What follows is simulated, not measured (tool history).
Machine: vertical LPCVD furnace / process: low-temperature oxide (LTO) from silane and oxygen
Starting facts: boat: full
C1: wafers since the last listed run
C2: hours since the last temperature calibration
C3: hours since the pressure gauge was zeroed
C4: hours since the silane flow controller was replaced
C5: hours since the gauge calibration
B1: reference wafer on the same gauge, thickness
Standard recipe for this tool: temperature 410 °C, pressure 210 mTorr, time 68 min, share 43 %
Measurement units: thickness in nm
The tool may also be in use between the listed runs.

Run 1, hour 0: usual settings but share 47 %; C1 0; C2 3962.4; C3 3162.3; C4 5764.4; C5 1115.1; B1 679.54. Result: thickness 875.84 nm.
Run 2, hour 56.5: usual settings but share 47 %; C1 695; C2 4018.9; C3 3218.8; C4 5820.9; C5 1171.6; B1 678.35. Result: thickness 871.65 nm.
Run 3, hour 127: usual settings but share 39 %; C1 867; C2 4089.4; C3 3289.3; C4 5891.4; C5 1242.1; B1 679.85. Result: thickness 721.4 nm.
Run 4, hour 186.3: usual settings but pressure 185 mTorr; C1 729; C2 4148.7; C3 3348.6; C4 5950.7; C5 1301.4; B1 678.99. Result: thickness 704.71 nm.
At hour 247.6: silane flow controller replaced.
Run 5, hour 248.1: usual settings; C1 465; C2 4210.5; C3 3410.4; C4 0.5; C5 1363.2; B1 679.36. Result: thickness 803.53 nm.
Run 6, hour 341.3: usual settings; C1 1146; C2 4303.7; C3 3503.6; C4 93.7; C5 1456.4; B1 679.16. Result: thickness 807.05 nm.
Run 7, hour 370.5: usual settings; C1 359; C2 4332.9; C3 3532.8; C4 122.9; C5 1485.6; B1 678.26. Result: thickness 805.54 nm.
At hour 406.7: pressure gauge zeroed.
Run 8, hour 431.5: usual settings; C1 455; C2 4393.9; C3 24.8; C4 183.9; C5 1546.6; B1 679.07. Result: thickness 803.28 nm.
At hour 469.9: thermocouples replaced and temperature profile calibrated.
Run 9, hour 470.4: usual settings; C1 183; C2 0.5; C3 63.7; C4 222.8; C5 1585.5; B1 679.5. Result: thickness 774.49 nm.
Run 10, hour 646: usual settings; C1 2160; C2 176.1; C3 239.3; C4 398.4; C5 1761.1; B1 678.89. Result: thickness 770.04 nm.
Run 11, hour 679.2: usual settings; C1 408; C2 209.3; C3 272.5; C4 431.6; C5 1794.3; B1 678.63. Result: thickness 769.84 nm.
Run 12, hour 732.1: usual settings; C1 650; C2 262.2; C3 325.4; C4 484.5; C5 1847.2; B1 679.86. Result: thickness 771.03 nm.
Run 13, hour 777.2: usual settings; C1 554; C2 307.3; C3 370.5; C4 529.6; C5 1892.3; B1 678.6. Result: thickness 772.37 nm.
Run 14, hour 849.2: usual settings but share 38 %; C1 885; C2 379.3; C3 442.5; C4 601.6; C5 1964.3; B1 679.25. Result: thickness 670.34 nm.
Run 15, hour 896.9: usual settings; C1 586; C2 427; C3 490.2; C4 649.3; C5 2012; B1 678.67. Result: thickness 764.83 nm.
Run 16, hour 924.2: usual settings; C1 335; C2 454.3; C3 517.5; C4 676.6; C5 2039.3; B1 678.37. Result: thickness 772.84 nm.
Run 17, hour 961.4: usual settings; C1 457; C2 491.5; C3 554.7; C4 713.8; C5 2076.5; B1 679.41. Result: thickness 770.39 nm.
Run 18, hour 993.4: usual settings; C1 393; C2 523.5; C3 586.7; C4 745.8; C5 2108.5; B1 678.84. Result: thickness 770.24 nm.
Run 19, hour 1041.4: usual settings but pressure 230 mTorr, time 87 min; C1 590; C2 571.5; C3 634.7; C4 793.8; C5 2156.5; B1 679.27. Result: thickness 1075.21 nm.
At hour 1046: gauge calibrated.
Run 20, hour 1091.8: usual settings; C1 620; C2 621.9; C3 685.1; C4 844.2; C5 45.8; B1 678.86. Result: thickness 771.61 nm.
Run 21, hour 1152.5: usual settings but time 80.5 min, share 35 %; C1 746; C2 682.6; C3 745.8; C4 904.9; C5 106.5; B1 679.31. Result: thickness 720.04 nm.
Run 22, hour 1221.5: usual settings but temperature 418 °C, pressure 250 mTorr, time 80.5 min, share 37 %; C1 848; C2 751.6; C3 814.8; C4 973.9; C5 175.5; B1 678.5. Result: thickness 1004.76 nm.

Run 23 is up next; what results do you expect?
Run 23, hour 1247.5: usual settings but temperature 402 °C, time 75 min, share 39 %; C1 319; C2 777.6; C3 840.8; C4 999.9; C5 201.5; B1 ?. Result: thickness ?.

B1: 679.7
thickness: 698.77 nm
Were there no unlogged condition in the tool, this run, its random variation unchanged, would have produced thickness 691.27 nm.

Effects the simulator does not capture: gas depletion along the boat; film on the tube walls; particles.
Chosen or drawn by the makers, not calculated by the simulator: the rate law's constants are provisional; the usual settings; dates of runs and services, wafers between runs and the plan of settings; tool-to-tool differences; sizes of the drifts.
